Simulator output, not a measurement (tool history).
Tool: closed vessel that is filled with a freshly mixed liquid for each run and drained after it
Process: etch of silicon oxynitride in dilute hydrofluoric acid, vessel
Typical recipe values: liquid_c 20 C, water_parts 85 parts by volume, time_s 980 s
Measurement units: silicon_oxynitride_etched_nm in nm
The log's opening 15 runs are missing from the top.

run,hour,liquid_c,water_parts,time_s,wafers since the last listed run,hours since the thermometer was replaced,hours since the hydrofluoric acid flow meter was replaced,hours since the gauge calibration,"read-back film thickness of the silicon oxynitride reference wafer, read on the same gauge (nm)",silicon_oxynitride_etched_nm
16,816.2,20,85,980,2255,268.2,53.1,124.9,109.99,18.91
17,849.4,23,85,660,1631,301.4,86.3,158.1,109.96,14.41
18,911.9,17,120,505,3071,363.9,148.8,220.6,109.97,5.71
19,982.3,17,100,690,3459,434.3,219.2,291,110.03,9.52
20,1040.6,20,85,980,2865,492.6,277.5,349.3,109.97,18.43
21,1095.2,20,110,980,2683,547.2,332.1,403.9,110,14.33
22,1306,23.5,70,545,10359,758,542.9,614.7,109.96,15.22
23,1344.7,20,85,980,1901,796.7,581.6,653.4,110,18.71
24,1405.2,22,65,980,2973,857.2,642.1,713.9,110.01,27.45
25,1446,20,100,980,2005,898,682.9,754.7,109.94,15.73
26,1492.7,17.5,110,610,2295,944.7,729.6,801.4,110.01,7.84
27,1527.6,17,85,535,1715,979.6,764.5,836.3,109.96,8.86
28,1580.6,20,85,615,2604,1032.6,817.5,889.3,110,11.78
29,1781.5,17,120,1140,9873,1233.5,1018.4,1090.2,110,13.4
# hour 1811.9: thermometer replaced
30,1822.6,20,125,980,1970,10.7,1059.5,1131.3,109.99,12.58
31,1870.4,24.5,120,980,2349,58.5,1107.3,1179.1,110.01,16.14
32,1912.8,20,60,1290,2083,100.9,1149.7,1221.5,109.98,36.08

Alternative continuations, all from the tool just after run 32; predict every row:
A,1913.7,20,85,1460,44,101.8,1150.6,1222.4,?,?
B,1913.7,17,70,980,44,101.8,1150.6,1222.4,?,?
C,1913.7,17,60,980,44,101.8,1150.6,1222.4,?,?
D,1913.7,20,50,445,44,101.8,1150.6,1222.4,?,?
E,1913.7,17,105,410,44,101.8,1150.6,1222.4,?,?

run,"read-back film thickness of the silicon oxynitride reference wafer, read on the same gauge (nm)",silicon_oxynitride_etched_nm
A,110,28.48
B,110,20.17
C,110,23.67
D,110,15.12
E,110,5.5
With the hidden condition removed and each run's random variation left untouched, the same runs would have given:
run,silicon_oxynitride_etched_nm
A,27.56
B,19.53
C,22.93
D,14.65
E,5.32

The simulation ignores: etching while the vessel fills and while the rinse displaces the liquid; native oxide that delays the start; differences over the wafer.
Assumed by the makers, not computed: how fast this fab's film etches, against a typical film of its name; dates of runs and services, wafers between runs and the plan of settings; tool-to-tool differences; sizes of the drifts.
